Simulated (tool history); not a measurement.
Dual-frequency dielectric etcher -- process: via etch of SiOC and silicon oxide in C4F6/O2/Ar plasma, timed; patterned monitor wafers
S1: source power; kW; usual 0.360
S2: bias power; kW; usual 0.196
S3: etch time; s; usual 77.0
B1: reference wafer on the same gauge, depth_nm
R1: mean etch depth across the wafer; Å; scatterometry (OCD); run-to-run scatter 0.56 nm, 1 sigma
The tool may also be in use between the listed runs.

| run | day | S1 | S2 | S3 | B1 | R1 |
|---|---|---|---|---|---|---|
| 1 | 0.000 | 0.360 | 0.196 | 77.0 | 96.2 | 928 |
| 2 | 0.775 | 0.360 | 0.196 | 77.0 | 96.2 | 923 |
| 3 | 2.862 | 0.360 | 0.196 | 77.0 | 96.3 | 936 |
| 4 | 4.317 | 0.360 | 0.196 | 77.0 | 96.2 | 942 |
|  | 4.508 | gauge calibrated |
| 5 | 4.854 | 0.360 | 0.196 | 77.0 | 96.3 | 933 |
|  | 6.050 | bias power generator calibrated |
|  | 6.358 | upper electrode replaced, of another model than before |
| 6 | 6.379 | 0.360 | 0.208 | 77.0 | 96.1 | 970 |
| 7 | 6.896 | 0.360 | 0.208 | 77.0 | 96.0 | 978 |
| 8 | 7.817 | 0.360 | 0.196 | 77.0 | 96.2 | 951 |
| 9 | 8.575 | 0.300 | 0.196 | 56.0 | 96.2 | 590 |
| 10 | 9.429 | 0.410 | 0.175 | 77.0 | 96.3 | 965 |
|  | 9.754 | source power generator calibrated |
| 11 | 10.321 | 0.360 | 0.196 | 85.5 | 96.3 | 1058 |
| 12 | 11.446 | 0.360 | 0.196 | 77.0 | 96.2 | 948 |
| 13 | 12.475 | 0.410 | 0.219 | 88.5 | 96.1 | 1283 |
| 14 | 13.925 | 0.270 | 0.196 | 77.0 | 96.2 | 737 |
| 15 | 14.996 | 0.420 | 0.167 | 98.5 | 96.2 | 1233 |
| 16 | 15.662 | 0.360 | 0.161 | 77.0 | 96.2 | 845 |
| 17 | 16.621 | 0.360 | 0.196 | 77.0 | 96.1 | 963 |
| 18 | 17.279 | 0.420 | 0.243 | 58.0 | 96.1 | 910 |
|  | 18.471 | wet clean of the chamber |
| 19 | 18.492 | 0.360 | 0.208 | 60.5 | 96.2 | 748 |
| 20 | 19.229 | 0.360 | 0.196 | 89.0 | 96.2 | 1069 |
| 21 | 20.142 | 0.360 | 0.196 | 83.0 | 96.2 | 1006 |
| 22 | 21.492 | 0.360 | 0.196 | 77.0 | 96.2 | 927 |
| 23 | 22.650 | 0.360 | 0.196 | 77.0 | 96.3 | 926 |
| 24 | 24.133 | 0.360 | 0.196 | 77.0 | 96.2 | 942 |
| 25 | 25.221 | 0.290 | 0.177 | 69.5 | 96.2 | 655 |
| 26 | 26.204 | 0.360 | 0.196 | 77.0 | 96.2 | 940 |
| 27 | 26.954 | 0.320 | 0.228 | 56.5 | 96.1 | 686 |
| 28 | 27.733 | 0.360 | 0.196 | 77.0 | 96.0 | 931 |
| 29 | 28.804 | 0.440 | 0.196 | 61.5 | 96.2 | 869 |
| 30 | 29.375 | 0.360 | 0.196 | 77.0 | 96.4 | 950 |
| 31 | 29.888 | 0.360 | 0.196 | 77.0 | 96.2 | 936 |

Run-by-run hidden state of the tool:
source power that arrives over what is set, %: 0 across all the runs
bias power that arrives over what is set, %: 0 across all the runs
gauge reads high (%): 0 across all the runs
H1: etch rate over this chamber's usual, %
| run | H1 |
|---|---|
| 1 | 0.272 |
| 2 | 0.435 |
| 3 | 0.873 |
| 4 | 1.18 |
| 5 | 1.29 |
| 6 | 1.61 |
| 7 | 1.72 |
| 8 | 1.91 |
| 9 | 2.07 |
| 10 | 2.25 |
| 11 | 2.44 |
| 12 | 2.67 |
| 13 | 2.89 |
| 14 | 3.19 |
| 15 | 3.42 |
| 16 | 3.56 |
| 17 | 3.76 |
| 18 | 3.9 |
| 19 | -0.298 |
| 20 | -0.143 |
| 21 | 0.0485 |
| 22 | 0.332 |
| 23 | 0.575 |
| 24 | 0.886 |
| 25 | 1.11 |
| 26 | 1.32 |
| 27 | 1.48 |
| 28 | 1.64 |
| 29 | 1.87 |
| 30 | 1.99 |
| 31 | 2.09 |
